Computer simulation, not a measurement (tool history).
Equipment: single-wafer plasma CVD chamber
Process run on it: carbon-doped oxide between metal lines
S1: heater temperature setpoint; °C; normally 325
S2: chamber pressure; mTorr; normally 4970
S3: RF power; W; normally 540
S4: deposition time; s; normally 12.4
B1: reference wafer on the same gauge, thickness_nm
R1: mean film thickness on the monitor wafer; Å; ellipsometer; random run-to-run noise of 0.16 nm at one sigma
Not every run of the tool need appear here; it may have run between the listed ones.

| run | hour | S1 | S2 | S3 | S4 | B1 | R1 |
|---|---|---|---|---|---|---|---|
| 1 | 0.0 | 325 | 4970 | 540 | 12.4 | 91.723 | 739.55 |
| 2 | 9.4 | 325 | 4970 | 540 | 12.4 | 91.694 | 736.18 |
| 3 | 15.5 | 325 | 4970 | 540 | 12.4 | 91.707 | 734.89 |
| 4 | 27.6 | 339 | 4970 | 540 | 12.4 | 91.720 | 706.22 |
| 5 | 36.9 | 325 | 4970 | 540 | 12.4 | 91.709 | 731.27 |
| 6 | 47.9 | 325 | 4970 | 540 | 14.0 | 91.754 | 828.35 |
| 7 | 68.3 | 325 | 5890 | 540 | 12.4 | 91.694 | 746.87 |
| 8 | 73.2 | 325 | 5420 | 435 | 12.4 | 91.704 | 567.40 |
| 9 | 83.0 | 325 | 4270 | 615 | 11.3 | 91.728 | 742.50 |
| 10 | 96.6 | 312 | 4970 | 540 | 11.3 | 91.713 | 699.03 |
| 11 | 105.8 | 329 | 4970 | 540 | 10.0 | 91.699 | 583.52 |
| 12 | 114.1 | 312 | 4970 | 540 | 12.4 | 91.698 | 765.48 |
| 13 | 145.0 | 312 | 4970 | 540 | 11.3 | 91.723 | 695.16 |
| 14 | 154.0 | 325 | 4270 | 615 | 11.3 | 91.665 | 742.26 |
| 15 | 168.4 | 325 | 4970 | 540 | 10.4 | 91.713 | 614.19 |
| 16 | 182.6 | 325 | 4360 | 455 | 10.9 | 91.705 | 514.10 |
| 17 | 189.1 | 325 | 3770 | 500 | 11.7 | 91.701 | 612.88 |
| 18 | 201.9 | 337 | 4970 | 540 | 10.9 | 91.687 | 666.63 |
| 19 | 217.3 | 340 | 5750 | 645 | 14.2 | 91.731 | 1020.42 |
| 20 | 228.7 | 311 | 4970 | 540 | 10.0 | 91.738 | 665.59 |
| 21 | 235.7 | 325 | 4970 | 540 | 12.4 | 91.726 | 783.25 |
| 22 | 248.2 | 325 | 4220 | 540 | 12.4 | 91.692 | 766.96 |
| 23 | 263.8 | 329 | 4210 | 540 | 12.4 | 91.670 | 758.73 |
| 24 | 274.9 | 325 | 4970 | 620 | 12.4 | 91.727 | 883.21 |
| 25 | 291.5 | 332 | 4090 | 480 | 12.4 | 91.737 | 658.49 |
| 26 | 315.4 | 320 | 4970 | 540 | 12.4 | 91.697 | 792.73 |
| 27 | 332.4 | 319 | 4490 | 600 | 11.6 | 91.669 | 808.22 |
| 28 | 343.7 | 325 | 4970 | 460 | 12.4 | 91.684 | 650.46 |

Missing from the log above: 4 entries noted between runs. For each, name the pair of listed runs it sits between and say how the tool's hidden condition differs from the listed run just before to the listed run just after:
After run 6, before run 7: showerhead replaced (hour 67.8)
  wafer temperature above the value expected at the setpoint (K): 0.111 -> 0.215; delivered RF power above the setpoint (%): -7.29 -> -7.38
  measured value less the no-hidden-state value, R1: -65.71 -> -60.26 Å
After run 12, before run 13: gauge calibrated (hour 119.4); capacitance manometer re-zeroed and calibrated (hour 134.3)
  wafer temperature above the value expected at the setpoint (K): 0.446 -> 0.602; delivered RF power above the setpoint (%): -7.56 -> -7.69
  measured value less the no-hidden-state value, R1: -64.26 -> -59.85 Å
After run 17, before run 18: RF generator calibrated (hour 200.5)
  wafer temperature above the value expected at the setpoint (K): 0.825 -> 0.89; delivered RF power above the setpoint (%): -7.86 -> -0.877
  measured value less the no-hidden-state value, R1: -60.40 -> -7.51 Å

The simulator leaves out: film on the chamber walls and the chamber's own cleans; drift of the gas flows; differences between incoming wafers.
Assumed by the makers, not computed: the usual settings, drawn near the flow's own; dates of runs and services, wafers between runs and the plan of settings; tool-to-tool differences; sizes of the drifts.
